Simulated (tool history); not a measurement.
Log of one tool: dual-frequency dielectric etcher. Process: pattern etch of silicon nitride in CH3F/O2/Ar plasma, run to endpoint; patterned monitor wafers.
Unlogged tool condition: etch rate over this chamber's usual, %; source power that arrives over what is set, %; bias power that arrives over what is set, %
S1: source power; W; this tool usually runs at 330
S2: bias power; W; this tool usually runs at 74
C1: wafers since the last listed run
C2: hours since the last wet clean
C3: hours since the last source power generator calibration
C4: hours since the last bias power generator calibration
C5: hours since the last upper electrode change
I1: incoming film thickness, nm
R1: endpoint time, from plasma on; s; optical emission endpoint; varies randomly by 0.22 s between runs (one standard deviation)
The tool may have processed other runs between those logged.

run,day,S1,S2,C1,C2,C3,C4,C5,I1,R1
1,0.000,330,82,0,585.9,1629.4,1697.3,1328.5,49.63,70.4
# day 1.588: wet clean of the chamber
2,7.579,330,74,1683,143.8,1811.3,1879.2,1510.4,50.06,72.6
3,9.504,330,74,492,190.0,1857.5,1925.4,1556.6,50.32,73.4
4,12.004,310,74,639,250.0,1917.5,1985.4,1616.6,49.96,75.1
5,13.571,310,74,400,287.6,1955.1,2023.0,1654.2,50.13,75.2
6,16.358,310,74,713,354.5,2022.0,2089.9,1721.1,50.08,74.9
7,18.379,330,74,517,403.0,2070.5,2138.4,1769.6,50.03,72.8
8,21.288,330,74,744,472.8,2140.3,2208.2,1839.4,50.33,72.9
# day 22.096: bias power generator calibrated
9,22.792,330,74,342,508.9,2176.4,16.7,1875.5,49.86,72.6
# day 25.038: wet clean of the chamber
10,25.529,330,74,444,11.8,2242.1,82.4,1941.2,50.01,71.6
11,27.788,330,74,577,66.0,2296.3,136.6,1995.4,50.26,72.5
12,29.512,330,74,441,107.4,2337.7,178.0,2036.8,49.99,71.8
13,32.042,360,78,647,168.1,2398.4,238.7,2097.5,49.93,67.5
14,33.838,360,78,459,211.2,2441.5,281.8,2140.6,49.65,67.5
15,34.954,330,67,285,238.0,2468.3,308.6,2167.4,50.20,74.5
16,37.658,330,67,692,302.9,2533.2,373.5,2232.3,50.10,74.6
17,38.692,330,74,264,327.7,2558.0,398.3,2257.1,49.50,71.2
18,40.108,400,56,362,361.7,2592.0,432.3,2291.1,49.71,71.7
19,42.279,330,81,555,413.8,2644.1,484.4,2343.2,50.01,69.9
20,43.692,330,84,361,447.7,2678.0,518.3,2377.1,50.35,69.3
21,45.450,330,74,449,489.9,2720.2,560.5,2419.3,49.85,71.2
22,47.288,400,74,470,534.0,2764.3,604.6,2463.4,50.15,66.3
23,49.300,270,84,515,582.3,2812.6,652.9,2511.7,49.94,75.2
# day 51.525: upper electrode replaced
24,51.546,380,57,318,636.2,2866.5,706.8,0.5,50.04,73.2
25,53.354,330,74,462,679.6,2909.9,750.2,43.9,49.70,71.2
# day 54.512: source power generator calibrated
# day 55.383: wet clean of the chamber
26,59.325,330,74,1262,94.6,115.5,893.5,187.2,49.97,72.9
27,62.058,330,74,699,160.2,181.1,959.1,252.8,49.85,73.6
28,63.512,290,64,372,195.1,216.0,994.0,287.7,49.96,81.1
29,64.700,330,74,303,223.6,244.5,1022.5,316.2,50.04,73.5
30,65.938,310,59,316,253.3,274.2,1052.2,345.9,49.49,80.9
31,67.546,330,91,411,291.9,312.8,1090.8,384.5,49.65,68.3
32,69.408,390,74,476,336.6,357.5,1135.5,429.2,49.71,68.6

The logged runs with the hidden state left out (each run's random variation unchanged):
run,R1
1,70.2
2,73.1
3,73.9
4,75.5
5,75.7
6,75.3
7,73.1
8,73.2
9,72.9
10,73.1
11,74.0
12,73.3
13,68.9
14,68.8
15,76.0
16,76.1
17,72.6
18,73.1
19,71.2
20,70.6
21,72.4
22,67.4
23,76.5
24,74.5
25,72.3
26,72.7
27,73.2
28,80.6
29,73.1
30,80.3
31,67.8
32,68.0
